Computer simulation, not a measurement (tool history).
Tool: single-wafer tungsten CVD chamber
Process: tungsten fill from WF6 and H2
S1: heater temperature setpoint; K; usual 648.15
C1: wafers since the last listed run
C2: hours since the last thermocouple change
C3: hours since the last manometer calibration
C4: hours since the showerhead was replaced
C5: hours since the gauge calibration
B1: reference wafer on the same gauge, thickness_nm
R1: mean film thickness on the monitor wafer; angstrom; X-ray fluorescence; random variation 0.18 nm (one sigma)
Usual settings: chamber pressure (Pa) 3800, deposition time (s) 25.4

{"run": 1, "hour": 0.0, "S1": 648.15, "chamber pressure (Pa)": 3800, "deposition time (s)": 25.4, "C1": 0, "C2": 1894.3, "C3": 620.1, "C4": 6314.0, "C5": 73.7, "B1": 36.681, "R1": 412.71}
{"run": 2, "hour": 13.7, "S1": 648.15, "chamber pressure (Pa)": 3800, "deposition time (s)": 25.4, "C1": 393, "C2": 1908.0, "C3": 633.8, "C4": 6327.7, "C5": 87.4, "B1": 36.724, "R1": 411.65}
{"run": 3, "hour": 37.2, "S1": 639.15, "chamber pressure (Pa)": 4386, "deposition time (s)": 25.4, "C1": 675, "C2": 1931.5, "C3": 657.3, "C4": 6351.2, "C5": 110.9, "B1": 36.705, "R1": 353.23}
{"run": 4, "hour": 52.0, "S1": 648.15, "chamber pressure (Pa)": 3800, "deposition time (s)": 25.4, "C1": 425, "C2": 1946.3, "C3": 672.1, "C4": 6366.0, "C5": 125.7, "B1": 36.697, "R1": 409.79}
{"run": 5, "hour": 70.4, "S1": 648.15, "chamber pressure (Pa)": 3800, "deposition time (s)": 25.4, "C1": 528, "C2": 1964.7, "C3": 690.5, "C4": 6384.4, "C5": 144.1, "B1": 36.649, "R1": 410.0}
{"run": 6, "hour": 90.1, "S1": 648.15, "chamber pressure (Pa)": 3800, "deposition time (s)": 25.4, "C1": 566, "C2": 1984.4, "C3": 710.2, "C4": 6404.1, "C5": 163.8, "B1": 36.742, "R1": 410.53}
{"run": 7, "hour": 112.8, "S1": 648.15, "chamber pressure (Pa)": 3800, "deposition time (s)": 29.1, "C1": 652, "C2": 2007.1, "C3": 732.9, "C4": 6426.8, "C5": 186.5, "B1": 36.687, "R1": 470.04}
{"run": 8, "hour": 129.9, "S1": 648.15, "chamber pressure (Pa)": 3800, "deposition time (s)": 25.4, "C1": 491, "C2": 2024.2, "C3": 750.0, "C4": 6443.9, "C5": 203.6, "B1": 36.697, "R1": 410.72}
{"run": 9, "hour": 145.9, "S1": 648.15, "chamber pressure (Pa)": 3800, "deposition time (s)": 25.4, "C1": 459, "C2": 2040.2, "C3": 766.0, "C4": 6459.9, "C5": 219.6, "B1": 36.651, "R1": 406.95}
{"run": 10, "hour": 177.1, "S1": 648.15, "chamber pressure (Pa)": 3800, "deposition time (s)": 25.4, "C1": 896, "C2": 2071.4, "C3": 797.2, "C4": 6491.1, "C5": 250.8, "B1": 36.697, "R1": 407.14}
{"run": 11, "hour": 190.6, "S1": 648.15, "chamber pressure (Pa)": 3800, "deposition time (s)": 25.4, "C1": 388, "C2": 2084.9, "C3": 810.7, "C4": 6504.6, "C5": 264.3, "B1": 36.751, "R1": 410.65}
{"run": 12, "hour": 214.2, "S1": 648.15, "chamber pressure (Pa)": 3800, "deposition time (s)": 25.4, "C1": 678, "C2": 2108.5, "C3": 834.3, "C4": 6528.2, "C5": 287.9, "B1": 36.68, "R1": 413.39}
{"run": 13, "hour": 236.4, "S1": 648.15, "chamber pressure (Pa)": 3800, "deposition time (s)": 25.4, "C1": 638, "C2": 2130.7, "C3": 856.5, "C4": 6550.4, "C5": 310.1, "B1": 36.68, "R1": 407.5}
{"run": 14, "hour": 256.8, "S1": 648.15, "chamber pressure (Pa)": 3800, "deposition time (s)": 25.4, "C1": 586, "C2": 2151.1, "C3": 876.9, "C4": 6570.8, "C5": 330.5, "B1": 36.66, "R1": 408.21}
{"hour": 268.3, "done": "showerhead replaced"}
{"run": 15, "hour": 287.0, "S1": 648.15, "chamber pressure (Pa)": 3800, "deposition time (s)": 25.4, "C1": 638, "C2": 2181.3, "C3": 907.1, "C4": 18.7, "C5": 360.7, "B1": 36.707, "R1": 408.04}
{"run": 16, "hour": 310.1, "S1": 648.15, "chamber pressure (Pa)": 3800, "deposition time (s)": 25.4, "C1": 664, "C2": 2204.4, "C3": 930.2, "C4": 41.8, "C5": 383.8, "B1": 36.719, "R1": 411.26}
{"run": 17, "hour": 335.5, "S1": 637.15, "chamber pressure (Pa)": 3800, "deposition time (s)": 20.8, "C1": 730, "C2": 2229.8, "C3": 955.6, "C4": 67.2, "C5": 409.2, "B1": 36.709, "R1": 253.26}
{"run": 18, "hour": 351.1, "S1": 648.15, "chamber pressure (Pa)": 3480, "deposition time (s)": 26.8, "C1": 448, "C2": 2245.4, "C3": 971.2, "C4": 82.8, "C5": 424.8, "B1": 36.719, "R1": 410.72}
{"run": 19, "hour": 377.7, "S1": 648.15, "chamber pressure (Pa)": 3800, "deposition time (s)": 25.4, "C1": 764, "C2": 2272.0, "C3": 997.8, "C4": 109.4, "C5": 451.4, "B1": 36.709, "R1": 405.24}
{"run": 20, "hour": 409.7, "S1": 660.15, "chamber pressure (Pa)": 3800, "deposition time (s)": 25.4, "C1": 919, "C2": 2304.0, "C3": 1029.8, "C4": 141.4, "C5": 483.4, "B1": 36.706, "R1": 538.37}
{"hour": 432.4, "done": "capacitance manometer re-zeroed and calibrated"}
{"run": 21, "hour": 437.0, "S1": 660.15, "chamber pressure (Pa)": 4493, "deposition time (s)": 22.5, "C1": 554, "C2": 2331.3, "C3": 4.6, "C4": 168.7, "C5": 510.7, "B1": 36.673, "R1": 517.39}
{"hour": 462.7, "done": "thermocouple changed; heater temperature recalibrated"}
{"run": 22, "hour": 471.8, "S1": 636.15, "chamber pressure (Pa)": 4333, "deposition time (s)": 30.0, "C1": 770, "C2": 9.1, "C3": 39.4, "C4": 203.5, "C5": 545.5, "B1": 36.698, "R1": 406.8}
{"run": 23, "hour": 491.6, "S1": 648.15, "chamber pressure (Pa)": 3800, "deposition time (s)": 25.4, "C1": 569, "C2": 28.9, "C3": 59.2, "C4": 223.3, "C5": 565.3, "B1": 36.637, "R1": 435.25}
{"run": 24, "hour": 518.0, "S1": 638.15, "chamber pressure (Pa)": 4320, "deposition time (s)": 27.7, "C1": 758, "C2": 55.3, "C3": 85.6, "C4": 249.7, "C5": 591.7, "B1": 36.679, "R1": 396.72}
{"run": 25, "hour": 538.7, "S1": 638.15, "chamber pressure (Pa)": 4320, "deposition time (s)": 27.7, "C1": 595, "C2": 76.0, "C3": 106.3, "C4": 270.4, "C5": 612.4, "B1": 36.671, "R1": 394.2}
{"hour": 542.5, "done": "gauge calibrated"}
{"run": 26, "hour": 574.4, "S1": 654.15, "chamber pressure (Pa)": 4320, "deposition time (s)": 23.9, "C1": 1026, "C2": 111.7, "C3": 142.0, "C4": 306.1, "C5": 31.9, "B1": 36.689, "R1": 501.77}
{"run": 27, "hour": 607.5, "S1": 648.15, "chamber pressure (Pa)": 3800, "deposition time (s)": 25.4, "C1": 951, "C2": 144.8, "C3": 175.1, "C4": 339.2, "C5": 65.0, "B1": 36.694, "R1": 431.5}
{"run": 28, "hour": 635.2, "S1": 639.15, "chamber pressure (Pa)": 4240, "deposition time (s)": 28.1, "C1": 796, "C2": 172.5, "C3": 202.8, "C4": 366.9, "C5": 92.7, "B1": 36.705, "R1": 407.48}
{"run": 29, "hour": 666.2, "S1": 648.15, "chamber pressure (Pa)": 3480, "deposition time (s)": 29.4, "C1": 891, "C2": 203.5, "C3": 233.8, "C4": 397.9, "C5": 123.7, "B1": 36.664, "R1": 475.63}
{"run": 30, "hour": 687.2, "S1": 648.15, "chamber pressure (Pa)": 3453, "deposition time (s)": 29.5, "C1": 603, "C2": 224.5, "C3": 254.8, "C4": 418.9, "C5": 144.7, "B1": 36.676, "R1": 472.55}
{"run": 31, "hour": 722.2, "S1": 648.15, "chamber pressure (Pa)": 3800, "deposition time (s)": 25.4, "C1": 1006, "C2": 259.5, "C3": 289.8, "C4": 453.9, "C5": 179.7, "B1": 36.675, "R1": 428.48}
{"run": 32, "hour": 737.1, "S1": 642.15, "chamber pressure (Pa)": 4573, "deposition time (s)": 25.4, "C1": 428, "C2": 274.4, "C3": 304.7, "C4": 468.8, "C5": 194.6, "B1": 36.723, "R1": 410.19}
{"run": 33, "hour": 765.9, "S1": 648.15, "chamber pressure (Pa)": 3800, "deposition time (s)": 25.4, "C1": 827, "C2": 303.2, "C3": 333.5, "C4": 497.6, "C5": 223.4, "B1": 36.672, "R1": 431.49}
{"run": 34, "hour": 801.1, "S1": 638.15, "chamber pressure (Pa)": 3800, "deposition time (s)": 30.0, "C1": 1011, "C2": 338.4, "C3": 368.7, "C4": 532.8, "C5": 258.6, "B1": 36.705, "R1": 400.74}

4 ways to go on from here, each from the tool as it stands after run 34. What would each give?
{"run": "A", "hour": 801.5, "S1": 648.15, "chamber pressure (Pa)": 3800, "deposition time (s)": 23.8, "C1": 11, "C2": 338.8, "C3": 369.1, "C4": 533.2, "C5": 259.0, "B1": "?", "R1": "?"}
{"run": "B", "hour": 801.5, "S1": 639.15, "chamber pressure (Pa)": 3520, "deposition time (s)": 25.4, "C1": 11, "C2": 338.8, "C3": 369.1, "C4": 533.2, "C5": 259.0, "B1": "?", "R1": "?"}
{"run": "C", "hour": 801.5, "S1": 648.15, "chamber pressure (Pa)": 3213, "deposition time (s)": 25.4, "C1": 11, "C2": 338.8, "C3": 369.1, "C4": 533.2, "C5": 259.0, "B1": "?", "R1": "?"}
{"run": "D", "hour": 801.5, "S1": 639.15, "chamber pressure (Pa)": 3800, "deposition time (s)": 25.4, "C1": 11, "C2": 338.8, "C3": 369.1, "C4": 533.2, "C5": 259.0, "B1": "?", "R1": "?"}

run=A B1=36.756 R1=400.83
run=B B1=36.756 R1=330.91
run=C B1=36.756 R1=392.06
run=D B1=36.756 R1=344.30
Without the tool's hidden state the same runs would have given:
run=A R1=400.01
run=B R1=330.20
run=C R1=391.26
run=D R1=343.57

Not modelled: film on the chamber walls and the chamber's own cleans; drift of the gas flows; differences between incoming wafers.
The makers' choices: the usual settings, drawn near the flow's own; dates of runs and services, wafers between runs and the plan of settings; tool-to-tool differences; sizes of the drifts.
